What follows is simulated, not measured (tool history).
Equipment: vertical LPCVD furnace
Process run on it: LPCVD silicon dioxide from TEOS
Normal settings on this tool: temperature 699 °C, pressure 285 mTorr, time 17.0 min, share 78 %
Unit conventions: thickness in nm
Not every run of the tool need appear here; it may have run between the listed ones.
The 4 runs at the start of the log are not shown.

run,hour,temperature,pressure,time,share,"read-back reference wafer on the same gauge, thickness",thickness
5,83.9,691,285,17.0,78,157.02,124.98
6,104.1,691,285,17.0,78,156.99,124.98
7,124.2,699,285,17.0,78,156.88,150.74
8,145.0,699,315,22.5,70,157.08,199.09
# hour 193.6: pressure gauge zeroed
9,194.1,689,230,12.5,78,157.01,79.30
10,198.3,704,340,17.0,78,156.85,186.35
11,216.4,699,285,17.0,78,157.00,152.83
12,241.8,699,285,17.0,78,157.10,152.32
# hour 280.1: thermocouples replaced and temperature profile calibrated, repeated, since the last time left the tool worse
# hour 281.0: TEOS flow controller replaced
13,281.5,699,285,17.0,78,156.97,136.23
14,309.3,707,285,11.0,70,157.01,100.46
# hour 328.4: gauge calibrated
15,342.9,704,255,21.5,78,157.02,183.82
16,378.7,702,285,15.0,78,156.97,129.41
17,393.9,699,285,17.0,78,157.14,136.48
18,421.3,699,315,17.0,78,156.99,144.07

Forecast run 19:
19,445.7,699,315,22.5,70,?,?

read-back reference wafer on the same gauge, thickness: 157.06
thickness: 181.27 nm
Take away the tool's hidden state, keep the run-to-run variation as it was, and the same run would have given thickness 178.50 nm.

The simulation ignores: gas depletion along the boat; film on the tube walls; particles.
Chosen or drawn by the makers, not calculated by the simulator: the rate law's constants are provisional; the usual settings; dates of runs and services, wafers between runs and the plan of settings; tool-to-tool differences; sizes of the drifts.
